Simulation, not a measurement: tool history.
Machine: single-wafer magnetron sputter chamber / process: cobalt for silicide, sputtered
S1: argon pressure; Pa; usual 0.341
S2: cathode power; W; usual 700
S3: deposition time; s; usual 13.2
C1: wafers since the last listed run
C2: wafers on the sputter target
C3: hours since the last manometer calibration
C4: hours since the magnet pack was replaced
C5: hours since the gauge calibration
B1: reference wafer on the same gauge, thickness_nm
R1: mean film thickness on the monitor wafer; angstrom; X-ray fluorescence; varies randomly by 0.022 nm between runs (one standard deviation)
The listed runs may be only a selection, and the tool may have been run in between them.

run 1 day=0 | S1=0.341 S2=700 S3=13.2 | C1=0 C2=3409 C3=2527 C4=10494.3 C5=120.6 | B1=4.612 | R1=43.53
-- day=0.425 sputter target and shields replaced
run 2 day=0.446 | S1=0.341 S2=700 S3=13.2 | C1=102 C2=18 C3=2537.7 C4=10505 C5=131.3 | B1=4.612 | R1=45.59
run 3 day=0.525 | S1=0.341 S2=700 S3=13.2 | C1=71 C2=90 C3=2539.6 C4=10506.9 C5=133.2 | B1=4.611 | R1=45.35
run 4 day=0.821 | S1=0.341 S2=700 S3=13.2 | C1=268 C2=359 C3=2546.7 C4=10514 C5=140.3 | B1=4.609 | R1=45.22
run 5 day=1.104 | S1=0.341 S2=700 S3=13.2 | C1=257 C2=617 C3=2553.5 C4=10520.8 C5=147.1 | B1=4.621 | R1=45.36
run 6 day=1.475 | S1=0.341 S2=700 S3=13.2 | C1=337 C2=954 C3=2562.4 C4=10529.7 C5=156 | B1=4.613 | R1=45.15
run 7 day=2.15 | S1=0.341 S2=700 S3=13.2 | C1=613 C2=1567 C3=2578.6 C4=10545.9 C5=172.2 | B1=4.61 | R1=44.59
run 8 day=2.483 | S1=0.279 S2=700 S3=13.2 | C1=302 C2=1870 C3=2586.6 C4=10553.9 C5=180.2 | B1=4.599 | R1=44.98
run 9 day=2.962 | S1=0.341 S2=800 S3=13.2 | C1=435 C2=2306 C3=2598.1 C4=10565.4 C5=191.7 | B1=4.596 | R1=50.71
-- day=3.746 sputter target and shields replaced
-- day=4.008 capacitance manometer re-zeroed and calibrated
run 10 day=4.029 | S1=0.341 S2=800 S3=13.2 | C1=427 C2=20 C3=0.5 C4=10591 C5=217.3 | B1=4.613 | R1=51.65
run 11 day=4.279 | S1=0.341 S2=700 S3=13.2 | C1=227 C2=247 C3=6.5 C4=10597 C5=223.3 | B1=4.614 | R1=45.2
-- day=4.958 magnet pack replaced
run 12 day=5.017 | S1=0.341 S2=700 S3=13.2 | C1=367 C2=614 C3=24.2 C4=1.4 C5=241 | B1=4.615 | R1=45.23
run 13 day=5.504 | S1=0.341 S2=700 S3=13.2 | C1=443 C2=1057 C3=35.9 C4=13.1 C5=252.7 | B1=4.597 | R1=44.86
run 14 day=5.992 | S1=0.341 S2=700 S3=13.8 | C1=443 C2=1500 C3=47.6 C4=24.8 C5=264.4 | B1=4.618 | R1=46.87
-- day=6.033 gauge calibrated
run 15 day=6.388 | S1=0.238 S2=600 S3=14.2 | C1=359 C2=1860 C3=57.1 C4=34.3 C5=8.5 | B1=4.617 | R1=41.9
run 16 day=6.65 | S1=0.432 S2=700 S3=11.9 | C1=238 C2=2099 C3=63.4 C4=40.6 C5=14.8 | B1=4.626 | R1=39.19
-- day=7.608 sputter target and shields replaced
run 17 day=7.629 | S1=0.341 S2=800 S3=13.2 | C1=587 C2=18 C3=86.9 C4=64.1 C5=38.3 | B1=4.608 | R1=51.74
run 18 day=7.738 | S1=0.453 S2=750 S3=14.4 | C1=98 C2=117 C3=89.5 C4=66.7 C5=40.9 | B1=4.609 | R1=52.11
run 19 day=8.296 | S1=0.341 S2=800 S3=14.8 | C1=507 C2=624 C3=102.9 C4=80.1 C5=54.3 | B1=4.615 | R1=57.98
run 20 day=8.658 | S1=0.444 S2=850 S3=13.2 | C1=329 C2=954 C3=111.6 C4=88.8 C5=63 | B1=4.623 | R1=53.74
run 21 day=9.229 | S1=0.341 S2=550 S3=13.2 | C1=518 C2=1472 C3=125.3 C4=102.5 C5=76.7 | B1=4.603 | R1=36.12
run 22 day=9.888 | S1=0.453 S2=750 S3=14.4 | C1=598 C2=2071 C3=141.1 C4=118.3 C5=92.5 | B1=4.61 | R1=51.03
run 23 day=10.371 | S1=0.444 S2=850 S3=13.2 | C1=439 C2=2510 C3=152.7 C4=129.9 C5=104.1 | B1=4.606 | R1=51.64
-- day=11.112 sputter target and shields replaced
run 24 day=11.133 | S1=0.341 S2=700 S3=13.2 | C1=390 C2=17 C3=171 C4=148.2 C5=122.4 | B1=4.618 | R1=44.98
run 25 day=11.312 | S1=0.42 S2=700 S3=11.5 | C1=162 C2=179 C3=175.3 C4=152.5 C5=126.7 | B1=4.61 | R1=39.05
run 26 day=11.588 | S1=0.341 S2=700 S3=11.6 | C1=249 C2=429 C3=181.9 C4=159.1 C5=133.3 | B1=4.606 | R1=39.82
run 27 day=12.138 | S1=0.293 S2=650 S3=13.2 | C1=499 C2=929 C3=195.1 C4=172.3 C5=146.5 | B1=4.616 | R1=42.76
run 28 day=12.462 | S1=0.341 S2=550 S3=11.8 | C1=295 C2=1225 C3=202.9 C4=180.1 C5=154.3 | B1=4.617 | R1=32.02
run 29 day=13.146 | S1=0.341 S2=700 S3=14.4 | C1=621 C2=1846 C3=219.3 C4=196.5 C5=170.7 | B1=4.605 | R1=48.63

Predict each of these 5 candidate next runs independently; none follows another, all start after run 29:
run A day=13.162 | S1=0.341 S2=700 S3=13.2 | C1=15 C2=1861 C3=219.7 C4=196.9 C5=171.1 | B1=? | R1=?
run B day=13.162 | S1=0.263 S2=700 S3=13.2 | C1=15 C2=1861 C3=219.7 C4=196.9 C5=171.1 | B1=? | R1=?
run C day=13.162 | S1=0.394 S2=700 S3=12.1 | C1=15 C2=1861 C3=219.7 C4=196.9 C5=171.1 | B1=? | R1=?
run D day=13.162 | S1=0.396 S2=550 S3=15.2 | C1=15 C2=1861 C3=219.7 C4=196.9 C5=171.1 | B1=? | R1=?
run E day=13.162 | S1=0.273 S2=550 S3=14.5 | C1=15 C2=1861 C3=219.7 C4=196.9 C5=171.1 | B1=? | R1=?

run=A B1=4.608 R1=44.69
run=B B1=4.608 R1=45.35
run=C B1=4.608 R1=40.56
run=D B1=4.608 R1=40.75
run=E B1=4.608 R1=39.78
Take away the tool's hidden state, keep each run's random variation, and the runs would have read:
run=A R1=45.75
run=B R1=46.43
run=C R1=41.52
run=D R1=41.71
run=E R1=40.72

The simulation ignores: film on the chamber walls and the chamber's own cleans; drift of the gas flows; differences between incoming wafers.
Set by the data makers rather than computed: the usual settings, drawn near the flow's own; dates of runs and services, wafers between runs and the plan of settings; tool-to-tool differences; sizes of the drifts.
